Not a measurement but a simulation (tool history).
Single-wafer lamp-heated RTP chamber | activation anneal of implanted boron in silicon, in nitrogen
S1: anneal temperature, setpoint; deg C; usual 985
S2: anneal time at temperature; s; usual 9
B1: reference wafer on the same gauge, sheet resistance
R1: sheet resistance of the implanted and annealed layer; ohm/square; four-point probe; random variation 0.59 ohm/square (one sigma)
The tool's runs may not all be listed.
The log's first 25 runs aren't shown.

{"day": 15.671, "done": "pyrometer window cleaned and pyrometer calibrated"}
{"run": 26, "day": 15.692, "S1": 966, "S2": 12, "B1": 186.99, "R1": 189.09}
{"run": 27, "day": 15.758, "S1": 1005, "S2": 11, "B1": 186.93, "R1": 161.1}
{"run": 28, "day": 16.283, "S1": 985, "S2": 7, "B1": 186.96, "R1": 171.84}
{"run": 29, "day": 16.646, "S1": 968, "S2": 13, "B1": 187.11, "R1": 184.41}
{"run": 30, "day": 17.125, "S1": 985, "S2": 9, "B1": 187.02, "R1": 171.53}
{"run": 31, "day": 18.829, "S1": 1000, "S2": 12, "B1": 187.09, "R1": 160.96}
{"run": 32, "day": 19.396, "S1": 977, "S2": 13, "B1": 187.0, "R1": 173.77}
{"run": 33, "day": 21.162, "S1": 1010, "S2": 4, "B1": 187.03, "R1": 161.75}
{"run": 34, "day": 21.542, "S1": 1010, "S2": 11, "B1": 187.08, "R1": 158.53}
{"day": 22.079, "done": "pyrometer window cleaned and pyrometer calibrated"}
{"run": 35, "day": 22.262, "S1": 985, "S2": 9, "B1": 187.17, "R1": 170.03}
{"run": 36, "day": 22.767, "S1": 1001, "S2": 14, "B1": 186.88, "R1": 160.4}
{"run": 37, "day": 23.108, "S1": 985, "S2": 9, "B1": 186.95, "R1": 169.3}

Forecast each of these 4 alternatives for the next run:
{"run": "A", "day": 23.125, "S1": 985, "S2": 9, "B1": "?", "R1": "?"}
{"run": "B", "day": 23.125, "S1": 955, "S2": 11, "B1": "?", "R1": "?"}
{"run": "C", "day": 23.125, "S1": 963, "S2": 4, "B1": "?", "R1": "?"}
{"run": "D", "day": 23.125, "S1": 966, "S2": 13, "B1": "?", "R1": "?"}

run=A B1=187.04 R1=169.84
run=B B1=187.04 R1=205.60
run=C B1=187.04 R1=198.61
run=D B1=187.04 R1=185.72
Without the tool's hidden state the same runs would have given:
run=A R1=172.86
run=B R1=213.79
run=C R1=205.52
run=D R1=191.19

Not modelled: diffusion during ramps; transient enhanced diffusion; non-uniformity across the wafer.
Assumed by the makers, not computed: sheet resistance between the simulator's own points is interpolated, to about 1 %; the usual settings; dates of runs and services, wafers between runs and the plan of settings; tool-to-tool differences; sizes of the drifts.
